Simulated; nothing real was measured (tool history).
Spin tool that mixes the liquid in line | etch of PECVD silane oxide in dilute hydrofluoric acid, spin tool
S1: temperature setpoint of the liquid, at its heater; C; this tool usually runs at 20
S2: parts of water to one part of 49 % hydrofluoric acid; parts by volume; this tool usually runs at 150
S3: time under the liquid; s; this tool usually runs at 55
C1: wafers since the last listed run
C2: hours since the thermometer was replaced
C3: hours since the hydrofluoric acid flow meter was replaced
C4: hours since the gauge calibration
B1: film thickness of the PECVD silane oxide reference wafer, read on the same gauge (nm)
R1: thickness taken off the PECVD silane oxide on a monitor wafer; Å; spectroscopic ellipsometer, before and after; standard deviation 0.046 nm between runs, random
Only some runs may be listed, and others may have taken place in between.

{"run": 1, "hour": 0.0, "S1": 20, "S2": 170, "S3": 55, "C1": 0, "C2": 336, "C3": 1867, "C4": 519.6, "B1": 90.01, "R1": 42.8}
{"run": 2, "hour": 39.3, "S1": 20, "S2": 150, "S3": 55, "C1": 277, "C2": 375.3, "C3": 1906.3, "C4": 558.9, "B1": 90, "R1": 49.4}
{"run": 3, "hour": 96.1, "S1": 20, "S2": 150, "S3": 55, "C1": 400, "C2": 432.1, "C3": 1963.1, "C4": 615.7, "B1": 90.02, "R1": 48.9}
{"run": 4, "hour": 127.7, "S1": 20, "S2": 150, "S3": 55, "C1": 222, "C2": 463.7, "C3": 1994.7, "C4": 647.3, "B1": 89.95, "R1": 48.7}
{"run": 5, "hour": 191.9, "S1": 20, "S2": 150, "S3": 55, "C1": 452, "C2": 527.9, "C3": 2058.9, "C4": 711.5, "B1": 90.02, "R1": 49.4}
{"run": 6, "hour": 241.1, "S1": 20, "S2": 150, "S3": 55, "C1": 346, "C2": 577.1, "C3": 2108.1, "C4": 760.7, "B1": 90.04, "R1": 48.2}
{"run": 7, "hour": 297.8, "S1": 20, "S2": 150, "S3": 55, "C1": 399, "C2": 633.8, "C3": 2164.8, "C4": 817.4, "B1": 89.97, "R1": 48.3}
{"hour": 351.7, "done": "hydrofluoric acid flow meter replaced"}
{"run": 8, "hour": 356.7, "S1": 20, "S2": 150, "S3": 75, "C1": 408, "C2": 692.7, "C3": 5, "C4": 876.3, "B1": 90.01, "R1": 70}
{"run": 9, "hour": 422.2, "S1": 22, "S2": 150, "S3": 80, "C1": 461, "C2": 758.2, "C3": 70.5, "C4": 941.8, "B1": 89.98, "R1": 80.3}
{"run": 10, "hour": 459.9, "S1": 22, "S2": 150, "S3": 80, "C1": 265, "C2": 795.9, "C3": 108.2, "C4": 979.5, "B1": 90.03, "R1": 78}
{"hour": 473.5, "done": "thermometer replaced"}
{"run": 11, "hour": 525.5, "S1": 20, "S2": 150, "S3": 40, "C1": 455, "C2": 52, "C3": 173.8, "C4": 1045.1, "B1": 89.98, "R1": 39.8}
{"run": 12, "hour": 593.9, "S1": 20, "S2": 150, "S3": 40, "C1": 482, "C2": 120.4, "C3": 242.2, "C4": 1113.5, "B1": 90.01, "R1": 39.4}
{"run": 13, "hour": 647.4, "S1": 18.5, "S2": 150, "S3": 55, "C1": 377, "C2": 173.9, "C3": 295.7, "C4": 1167, "B1": 89.98, "R1": 50.5}
{"run": 14, "hour": 678.4, "S1": 22.5, "S2": 185, "S3": 30, "C1": 218, "C2": 204.9, "C3": 326.7, "C4": 1198, "B1": 90.02, "R1": 24.9}
{"run": 15, "hour": 721.9, "S1": 18, "S2": 120, "S3": 45, "C1": 306, "C2": 248.4, "C3": 370.2, "C4": 1241.5, "B1": 89.97, "R1": 51.7}
{"run": 16, "hour": 766.6, "S1": 20, "S2": 175, "S3": 55, "C1": 315, "C2": 293.1, "C3": 414.9, "C4": 1286.2, "B1": 89.97, "R1": 43.5}
{"run": 17, "hour": 808.0, "S1": 24, "S2": 125, "S3": 55, "C1": 291, "C2": 334.5, "C3": 456.3, "C4": 1327.6, "B1": 90.02, "R1": 75.7}
{"run": 18, "hour": 851.6, "S1": 20, "S2": 150, "S3": 55, "C1": 307, "C2": 378.1, "C3": 499.9, "C4": 1371.2, "B1": 89.99, "R1": 52.5}
{"run": 19, "hour": 877.6, "S1": 24, "S2": 150, "S3": 35, "C1": 183, "C2": 404.1, "C3": 525.9, "C4": 1397.2, "B1": 90.02, "R1": 39.1}
{"run": 20, "hour": 942.4, "S1": 23.5, "S2": 190, "S3": 40, "C1": 456, "C2": 468.9, "C3": 590.7, "C4": 1462, "B1": 90.01, "R1": 32.7}
{"run": 21, "hour": 1001.0, "S1": 18, "S2": 120, "S3": 45, "C1": 413, "C2": 527.5, "C3": 649.3, "C4": 1520.6, "B1": 89.99, "R1": 50.1}
{"run": 22, "hour": 1064.9, "S1": 20, "S2": 185, "S3": 70, "C1": 450, "C2": 591.4, "C3": 713.2, "C4": 1584.5, "B1": 90.02, "R1": 51.4}
{"hour": 1088.1, "done": "gauge calibrated"}
{"run": 23, "hour": 1114.3, "S1": 20, "S2": 150, "S3": 55, "C1": 348, "C2": 640.8, "C3": 762.6, "C4": 26.2, "B1": 90.01, "R1": 50.4}
{"run": 24, "hour": 1175.9, "S1": 20, "S2": 150, "S3": 55, "C1": 434, "C2": 702.4, "C3": 824.2, "C4": 87.8, "B1": 89.99, "R1": 51.1}
{"run": 25, "hour": 1237.2, "S1": 17.5, "S2": 180, "S3": 45, "C1": 432, "C2": 763.7, "C3": 885.5, "C4": 149.1, "B1": 90.02, "R1": 29.9}
{"run": 26, "hour": 1305.4, "S1": 22.5, "S2": 110, "S3": 80, "C1": 480, "C2": 831.9, "C3": 953.7, "C4": 217.3, "B1": 90.02, "R1": 115.1}
{"run": 27, "hour": 1361.2, "S1": 20, "S2": 90, "S3": 55, "C1": 393, "C2": 887.7, "C3": 1009.5, "C4": 273.1, "B1": 90.02, "R1": 88.7}
{"run": 28, "hour": 1412.4, "S1": 20, "S2": 205, "S3": 30, "C1": 360, "C2": 938.9, "C3": 1060.7, "C4": 324.3, "B1": 90.01, "R1": 18.4}
{"hour": 1423.6, "done": "thermometer replaced"}
{"run": 29, "hour": 1458.7, "S1": 17.5, "S2": 180, "S3": 25, "C1": 319, "C2": 35.1, "C3": 1107, "C4": 370.6, "B1": 90.01, "R1": 17.8}
{"run": 30, "hour": 1503.4, "S1": 20, "S2": 150, "S3": 55, "C1": 315, "C2": 79.8, "C3": 1151.7, "C4": 415.3, "B1": 90, "R1": 52.5}
{"run": 31, "hour": 1556.2, "S1": 18, "S2": 170, "S3": 55, "C1": 372, "C2": 132.6, "C3": 1204.5, "C4": 468.1, "B1": 89.97, "R1": 41.9}
{"run": 32, "hour": 1587.8, "S1": 17.5, "S2": 190, "S3": 70, "C1": 222, "C2": 164.2, "C3": 1236.1, "C4": 499.7, "B1": 89.97, "R1": 45.5}
{"run": 33, "hour": 1648.7, "S1": 17, "S2": 80, "S3": 65, "C1": 429, "C2": 225.1, "C3": 1297, "C4": 560.6, "B1": 90.04, "R1": 109.1}
{"run": 34, "hour": 1693.7, "S1": 21.5, "S2": 150, "S3": 45, "C1": 317, "C2": 270.1, "C3": 1342, "C4": 605.6, "B1": 89.99, "R1": 44.5}

Alternative continuations, all from the tool just after run 34; predict every row:
{"run": "A", "hour": 1694.1, "S1": 20, "S2": 80, "S3": 55, "C1": 2, "C2": 270.5, "C3": 1342.4, "C4": 606, "B1": "?", "R1": "?"}
{"run": "B", "hour": 1694.1, "S1": 20, "S2": 150, "S3": 30, "C1": 2, "C2": 270.5, "C3": 1342.4, "C4": 606, "B1": "?", "R1": "?"}
{"run": "C", "hour": 1694.1, "S1": 18.5, "S2": 150, "S3": 65, "C1": 2, "C2": 270.5, "C3": 1342.4, "C4": 606, "B1": "?", "R1": "?"}

run=A B1=90.01 R1=104.2
run=B B1=90.01 R1=28.1
run=C B1=90.01 R1=57.2
Take away the tool's hidden state, keep each run's random variation, and the runs would have read:
run=A R1=110.1
run=B R1=29.7
run=C R1=60.5

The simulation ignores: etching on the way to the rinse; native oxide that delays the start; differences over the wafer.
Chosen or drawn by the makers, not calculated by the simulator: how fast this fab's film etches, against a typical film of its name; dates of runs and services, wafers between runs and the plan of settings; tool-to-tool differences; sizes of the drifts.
